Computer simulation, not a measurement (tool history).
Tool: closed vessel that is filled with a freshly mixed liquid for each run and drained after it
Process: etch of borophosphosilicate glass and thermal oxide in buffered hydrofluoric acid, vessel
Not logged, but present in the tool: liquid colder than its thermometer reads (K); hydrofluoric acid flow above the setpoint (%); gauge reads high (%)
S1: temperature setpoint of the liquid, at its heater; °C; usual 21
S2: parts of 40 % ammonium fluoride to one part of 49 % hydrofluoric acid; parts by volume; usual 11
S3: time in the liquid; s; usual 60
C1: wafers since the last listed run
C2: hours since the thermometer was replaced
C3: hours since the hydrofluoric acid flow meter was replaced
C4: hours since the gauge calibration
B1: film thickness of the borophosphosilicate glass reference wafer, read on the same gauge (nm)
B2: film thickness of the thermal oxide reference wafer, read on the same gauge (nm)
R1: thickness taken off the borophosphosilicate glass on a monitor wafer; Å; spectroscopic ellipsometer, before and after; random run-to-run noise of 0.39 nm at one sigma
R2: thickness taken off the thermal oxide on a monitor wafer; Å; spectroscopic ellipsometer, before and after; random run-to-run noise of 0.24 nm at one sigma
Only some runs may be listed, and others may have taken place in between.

{"run": 1, "hour": 0.0, "S1": 21, "S2": 11, "S3": 60, "C1": 0, "C2": 731.3, "C3": 1167, "C4": 863, "B1": 149.99, "B2": 130, "R1": 713.3, "R2": 488.8}
{"hour": 1.0, "done": "gauge calibrated"}
{"run": 2, "hour": 55.0, "S1": 21, "S2": 11, "S3": 50, "C1": 5863, "C2": 786.3, "C3": 1222, "C4": 54, "B1": 149.99, "B2": 130.05, "R1": 588.4, "R2": 409.3}
{"run": 3, "hour": 109.3, "S1": 21, "S2": 11, "S3": 50, "C1": 5789, "C2": 840.6, "C3": 1276.3, "C4": 108.3, "B1": 149.99, "B2": 130.02, "R1": 583.3, "R2": 407.6}
{"run": 4, "hour": 161.2, "S1": 21, "S2": 11, "S3": 50, "C1": 5533, "C2": 892.5, "C3": 1328.2, "C4": 160.2, "B1": 150, "B2": 129.99, "R1": 586.8, "R2": 407.4}
{"run": 5, "hour": 193.6, "S1": 17.5, "S2": 11, "S3": 60, "C1": 3454, "C2": 924.9, "C3": 1360.6, "C4": 192.6, "B1": 150, "B2": 129.98, "R1": 576.6, "R2": 400}
{"run": 6, "hour": 260.4, "S1": 21, "S2": 11, "S3": 60, "C1": 7121, "C2": 991.7, "C3": 1427.4, "C4": 259.4, "B1": 150, "B2": 130.01, "R1": 700, "R2": 485.2}
{"run": 7, "hour": 290.5, "S1": 21, "S2": 11, "S3": 60, "C1": 3209, "C2": 1021.8, "C3": 1457.5, "C4": 289.5, "B1": 150, "B2": 129.98, "R1": 700.7, "R2": 487.7}
{"run": 8, "hour": 340.4, "S1": 21, "S2": 11, "S3": 60, "C1": 5320, "C2": 1071.7, "C3": 1507.4, "C4": 339.4, "B1": 149.99, "B2": 130.01, "R1": 703.1, "R2": 485.1}
{"run": 9, "hour": 402.4, "S1": 21, "S2": 11, "S3": 60, "C1": 6610, "C2": 1133.7, "C3": 1569.4, "C4": 401.4, "B1": 150, "B2": 130.02, "R1": 702.7, "R2": 485.9}
{"run": 10, "hour": 437.2, "S1": 21, "S2": 11, "S3": 60, "C1": 3710, "C2": 1168.5, "C3": 1604.2, "C4": 436.2, "B1": 150, "B2": 130.01, "R1": 699.4, "R2": 485.4}
{"run": 11, "hour": 502.0, "S1": 21, "S2": 11, "S3": 60, "C1": 6908, "C2": 1233.3, "C3": 1669, "C4": 501, "B1": 150, "B2": 130.01, "R1": 702.6, "R2": 484.4}
{"hour": 504.0, "done": "hydrofluoric acid flow meter replaced"}
{"run": 12, "hour": 555.6, "S1": 18.5, "S2": 9, "S3": 45, "C1": 5607, "C2": 1286.9, "C3": 51.6, "C4": 554.6, "B1": 150, "B2": 130.02, "R1": 534.9, "R2": 372.6}
{"run": 13, "hour": 590.2, "S1": 21, "S2": 11, "S3": 60, "C1": 3688, "C2": 1321.5, "C3": 86.2, "C4": 589.2, "B1": 150, "B2": 130.03, "R1": 704.5, "R2": 479.3}
{"hour": 622.7, "done": "thermometer replaced"}
{"run": 14, "hour": 643.1, "S1": 24, "S2": 12, "S3": 40, "C1": 5533, "C2": 20.4, "C3": 139.1, "C4": 642.1, "B1": 149.98, "B2": 129.96, "R1": 487.8, "R2": 338.3}
{"run": 15, "hour": 700.4, "S1": 17.5, "S2": 13.5, "S3": 75, "C1": 6108, "C2": 77.7, "C3": 196.4, "C4": 699.4, "B1": 149.99, "B2": 130.02, "R1": 571.7, "R2": 394.7}
{"run": 16, "hour": 725.5, "S1": 22.5, "S2": 7.5, "S3": 30, "C1": 2676, "C2": 102.8, "C3": 221.5, "C4": 724.5, "B1": 150.02, "B2": 129.96, "R1": 526.7, "R2": 362.6}
{"run": 17, "hour": 760.9, "S1": 21, "S2": 11, "S3": 60, "C1": 3774, "C2": 138.2, "C3": 256.9, "C4": 759.9, "B1": 150.01, "B2": 129.99, "R1": 680.6, "R2": 472.1}
{"run": 18, "hour": 806.3, "S1": 21, "S2": 15, "S3": 60, "C1": 4840, "C2": 183.6, "C3": 302.3, "C4": 805.3, "B1": 150.03, "B2": 130.01, "R1": 497.8, "R2": 345.2}
{"hour": 862.1, "done": "gauge calibrated"}
{"run": 19, "hour": 867.4, "S1": 21, "S2": 11, "S3": 35, "C1": 6514, "C2": 244.7, "C3": 363.4, "C4": 5.3, "B1": 150.01, "B2": 130.04, "R1": 396, "R2": 272.1}
{"hour": 908.1, "done": "thermometer replaced, repeated, since the last time left the tool worse"}
{"run": 20, "hour": 929.3, "S1": 23, "S2": 7, "S3": 30, "C1": 6492, "C2": 21.2, "C3": 425.3, "C4": 67.2, "B1": 149.99, "B2": 129.99, "R1": 616.2, "R2": 429.4}
{"run": 21, "hour": 978.3, "S1": 17, "S2": 7, "S3": 75, "C1": 5224, "C2": 70.2, "C3": 474.3, "C4": 116.2, "B1": 150, "B2": 130, "R1": 1113.9, "R2": 770.7}
{"run": 22, "hour": 1048.7, "S1": 17, "S2": 11, "S3": 75, "C1": 7505, "C2": 140.6, "C3": 544.7, "C4": 186.6, "B1": 149.99, "B2": 129.97, "R1": 715.5, "R2": 491.7}
{"run": 23, "hour": 1116.9, "S1": 21, "S2": 11, "S3": 60, "C1": 7271, "C2": 208.8, "C3": 612.9, "C4": 254.8, "B1": 149.99, "B2": 130.02, "R1": 718, "R2": 496.2}
{"run": 24, "hour": 1159.6, "S1": 22.5, "S2": 13, "S3": 35, "C1": 4552, "C2": 251.5, "C3": 655.6, "C4": 297.5, "B1": 150, "B2": 130.01, "R1": 383.9, "R2": 269.1}

What if the next run were any one of these 5? Each begins from the tool's condition after run 24:
{"run": "A", "hour": 1160.3, "S1": 21, "S2": 9, "S3": 60, "C1": 74, "C2": 252.2, "C3": 656.3, "C4": 298.2, "B1": "?", "B2": "?", "R1": "?", "R2": "?"}
{"run": "B", "hour": 1160.3, "S1": 21, "S2": 11, "S3": 40, "C1": 74, "C2": 252.2, "C3": 656.3, "C4": 298.2, "B1": "?", "B2": "?", "R1": "?", "R2": "?"}
{"run": "C", "hour": 1160.3, "S1": 19, "S2": 11, "S3": 50, "C1": 74, "C2": 252.2, "C3": 656.3, "C4": 298.2, "B1": "?", "B2": "?", "R1": "?", "R2": "?"}
{"run": "D", "hour": 1160.3, "S1": 17, "S2": 14, "S3": 85, "C1": 74, "C2": 252.2, "C3": 656.3, "C4": 298.2, "B1": "?", "B2": "?", "R1": "?", "R2": "?"}
{"run": "E", "hour": 1160.3, "S1": 18, "S2": 11, "S3": 60, "C1": 74, "C2": 252.2, "C3": 656.3, "C4": 298.2, "B1": "?", "B2": "?", "R1": "?", "R2": "?"}

run=A B1=150.01 B2=129.99 R1=844.8 R2=581.1
run=B B1=150.01 B2=129.99 R1=479.5 R2=330.4
run=C B1=150.01 B2=129.99 R1=536.6 R2=369.2
run=D B1=150.01 B2=129.99 R1=642.8 R2=442.3
run=E B1=150.01 B2=129.99 R1=608.9 R2=418.6
With no hidden state in the tool, these same runs would have given:
run=A R1=850.9 R2=585.3
run=B R1=482.9 R2=332.8
run=C R1=540.5 R2=371.9
run=D R1=647.5 R2=445.6
run=E R1=613.4 R2=421.8

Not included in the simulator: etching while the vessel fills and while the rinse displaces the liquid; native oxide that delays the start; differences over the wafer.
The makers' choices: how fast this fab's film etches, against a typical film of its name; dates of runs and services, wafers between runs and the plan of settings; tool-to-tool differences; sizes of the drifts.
